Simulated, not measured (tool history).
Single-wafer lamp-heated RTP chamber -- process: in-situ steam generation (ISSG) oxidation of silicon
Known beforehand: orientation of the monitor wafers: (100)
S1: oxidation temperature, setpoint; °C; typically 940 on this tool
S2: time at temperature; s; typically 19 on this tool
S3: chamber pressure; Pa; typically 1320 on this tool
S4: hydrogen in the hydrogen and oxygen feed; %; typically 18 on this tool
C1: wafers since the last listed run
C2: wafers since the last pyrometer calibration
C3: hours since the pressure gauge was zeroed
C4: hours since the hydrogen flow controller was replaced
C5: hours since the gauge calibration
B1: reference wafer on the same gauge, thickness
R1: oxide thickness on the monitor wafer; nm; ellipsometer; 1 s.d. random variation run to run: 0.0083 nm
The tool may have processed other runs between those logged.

{"run": 1, "hour": 0.0, "S1": 940, "S2": 19, "S3": 1320, "S4": 14, "C1": 0, "C2": 2794, "C3": 3127.4, "C4": 4520.2, "C5": 381.5, "B1": 3.61, "R1": 3.93}
{"hour": 14.9, "done": "pyrometer window cleaned and pyrometer calibrated"}
{"run": 2, "hour": 32.7, "S1": 940, "S2": 19, "S3": 1320, "S4": 14, "C1": 266, "C2": 191, "C3": 3160.1, "C4": 4552.9, "C5": 414.2, "B1": 3.611, "R1": 3.847}
{"run": 3, "hour": 47.1, "S1": 940, "S2": 19, "S3": 1320, "S4": 18, "C1": 155, "C2": 347, "C3": 3174.5, "C4": 4567.3, "C5": 428.6, "B1": 3.61, "R1": 4.055}
{"run": 4, "hour": 129.3, "S1": 940, "S2": 19, "S3": 1320, "S4": 18, "C1": 888, "C2": 1235, "C3": 3256.7, "C4": 4649.5, "C5": 510.8, "B1": 3.612, "R1": 4.09}
{"run": 5, "hour": 161.8, "S1": 940, "S2": 19, "S3": 1320, "S4": 18, "C1": 351, "C2": 1587, "C3": 3289.2, "C4": 4682, "C5": 543.3, "B1": 3.61, "R1": 4.115}
{"run": 6, "hour": 174.2, "S1": 940, "S2": 19, "S3": 1320, "S4": 18, "C1": 134, "C2": 1721, "C3": 3301.6, "C4": 4694.4, "C5": 555.7, "B1": 3.612, "R1": 4.11}
{"run": 7, "hour": 198.4, "S1": 940, "S2": 22, "S3": 1160, "S4": 18, "C1": 261, "C2": 1982, "C3": 3325.8, "C4": 4718.6, "C5": 579.9, "B1": 3.607, "R1": 4.446}
{"run": 8, "hour": 228.9, "S1": 940, "S2": 14, "S3": 1320, "S4": 18, "C1": 329, "C2": 2312, "C3": 3356.3, "C4": 4749.1, "C5": 610.4, "B1": 3.612, "R1": 3.65}
{"run": 9, "hour": 251.0, "S1": 940, "S2": 14, "S3": 1320, "S4": 18, "C1": 238, "C2": 2551, "C3": 3378.4, "C4": 4771.2, "C5": 632.5, "B1": 3.611, "R1": 3.657}
{"run": 10, "hour": 272.9, "S1": 940, "S2": 14, "S3": 1320, "S4": 18, "C1": 236, "C2": 2788, "C3": 3400.3, "C4": 4793.1, "C5": 654.4, "B1": 3.613, "R1": 3.652}
{"run": 11, "hour": 287.2, "S1": 940, "S2": 19, "S3": 1320, "S4": 18, "C1": 154, "C2": 2942, "C3": 3414.6, "C4": 4807.4, "C5": 668.7, "B1": 3.61, "R1": 4.142}
{"run": 12, "hour": 304.1, "S1": 940, "S2": 19, "S3": 1320, "S4": 18, "C1": 182, "C2": 3125, "C3": 3431.5, "C4": 4824.3, "C5": 685.6, "B1": 3.611, "R1": 4.129}
{"hour": 330.2, "done": "pyrometer window cleaned and pyrometer calibrated"}
{"run": 13, "hour": 362.6, "S1": 940, "S2": 19, "S3": 1320, "S4": 18, "C1": 545, "C2": 350, "C3": 3490, "C4": 4882.8, "C5": 744.1, "B1": 3.609, "R1": 4.058}
{"run": 14, "hour": 385.7, "S1": 940, "S2": 19, "S3": 1320, "S4": 18, "C1": 249, "C2": 600, "C3": 3513.1, "C4": 4905.9, "C5": 767.2, "B1": 3.609, "R1": 4.061}
{"hour": 405.1, "done": "gauge calibrated"}
{"run": 15, "hour": 437.3, "S1": 946, "S2": 19, "S3": 1320, "S4": 18, "C1": 557, "C2": 1157, "C3": 3564.7, "C4": 4957.5, "C5": 32.2, "B1": 3.612, "R1": 4.179}
{"run": 16, "hour": 493.7, "S1": 940, "S2": 19, "S3": 1133, "S4": 18, "C1": 609, "C2": 1767, "C3": 3621.1, "C4": 5013.9, "C5": 88.6, "B1": 3.61, "R1": 4.194}
{"run": 17, "hour": 507.8, "S1": 958, "S2": 23, "S3": 1320, "S4": 18, "C1": 152, "C2": 1919, "C3": 3635.2, "C4": 5028, "C5": 102.7, "B1": 3.61, "R1": 4.717}
{"hour": 521.0, "done": "hydrogen flow controller replaced"}
{"run": 18, "hour": 533.9, "S1": 940, "S2": 19, "S3": 1320, "S4": 18, "C1": 195, "C2": 2115, "C3": 3661.3, "C4": 12.9, "C5": 128.8, "B1": 3.609, "R1": 4.121}
{"run": 19, "hour": 547.5, "S1": 940, "S2": 19, "S3": 1320, "S4": 11, "C1": 146, "C2": 2262, "C3": 3674.9, "C4": 26.5, "C5": 142.4, "B1": 3.61, "R1": 3.732}
{"run": 20, "hour": 565.1, "S1": 940, "S2": 19, "S3": 1320, "S4": 18, "C1": 190, "C2": 2452, "C3": 3692.5, "C4": 44.1, "C5": 160, "B1": 3.612, "R1": 4.139}
{"hour": 597.2, "done": "pressure gauge zeroed"}
{"hour": 601.6, "done": "pyrometer window cleaned and pyrometer calibrated"}
{"run": 21, "hour": 610.8, "S1": 940, "S2": 14, "S3": 1320, "S4": 18, "C1": 359, "C2": 99, "C3": 13.6, "C4": 89.8, "C5": 205.7, "B1": 3.611, "R1": 3.592}
{"run": 22, "hour": 629.2, "S1": 940, "S2": 19, "S3": 1320, "S4": 18, "C1": 198, "C2": 298, "C3": 32, "C4": 108.2, "C5": 224.1, "B1": 3.612, "R1": 4.063}
{"run": 23, "hour": 665.0, "S1": 940, "S2": 19, "S3": 1320, "S4": 13, "C1": 386, "C2": 685, "C3": 67.8, "C4": 144, "C5": 259.9, "B1": 3.609, "R1": 3.834}
{"run": 24, "hour": 695.4, "S1": 940, "S2": 19, "S3": 1320, "S4": 18, "C1": 328, "C2": 1013, "C3": 98.2, "C4": 174.4, "C5": 290.3, "B1": 3.61, "R1": 4.113}
{"run": 25, "hour": 759.6, "S1": 926, "S2": 12, "S3": 1320, "S4": 18, "C1": 693, "C2": 1707, "C3": 162.4, "C4": 238.6, "C5": 354.5, "B1": 3.611, "R1": 3.337}
{"run": 26, "hour": 774.6, "S1": 926, "S2": 19, "S3": 1267, "S4": 11, "C1": 162, "C2": 1869, "C3": 177.4, "C4": 253.6, "C5": 369.5, "B1": 3.61, "R1": 3.602}
{"run": 27, "hour": 807.6, "S1": 940, "S2": 19, "S3": 1320, "S4": 18, "C1": 356, "C2": 2226, "C3": 210.4, "C4": 286.6, "C5": 402.5, "B1": 3.607, "R1": 4.14}
{"run": 28, "hour": 828.3, "S1": 953, "S2": 19, "S3": 1320, "S4": 18, "C1": 223, "C2": 2450, "C3": 231.1, "C4": 307.3, "C5": 423.2, "B1": 3.612, "R1": 4.299}

Consider 4 possible next runs. They are alternatives, not a sequence: every one starts from the tool as it was left by run 28. What does each give?
{"run": "A", "hour": 828.8, "S1": 940, "S2": 17, "S3": 1320, "S4": 18, "C1": 5, "C2": 2455, "C3": 231.6, "C4": 307.8, "C5": 423.7, "B1": "?", "R1": "?"}
{"run": "B", "hour": 828.8, "S1": 940, "S2": 24, "S3": 1320, "S4": 18, "C1": 5, "C2": 2455, "C3": 231.6, "C4": 307.8, "C5": 423.7, "B1": "?", "R1": "?"}
{"run": "C", "hour": 828.8, "S1": 940, "S2": 13, "S3": 1320, "S4": 25, "C1": 5, "C2": 2455, "C3": 231.6, "C4": 307.8, "C5": 423.7, "B1": "?", "R1": "?"}
{"run": "D", "hour": 828.8, "S1": 940, "S2": 19, "S3": 1360, "S4": 27, "C1": 5, "C2": 2455, "C3": 231.6, "C4": 307.8, "C5": 423.7, "B1": "?", "R1": "?"}

run=A B1=3.611 R1=3.965
run=B B1=3.611 R1=4.577
run=C B1=3.611 R1=3.846
run=D B1=3.611 R1=4.495
What these runs would have given with no unlogged condition in the tool:
run=A R1=3.859
run=B R1=4.438
run=C R1=3.753
run=D R1=4.367
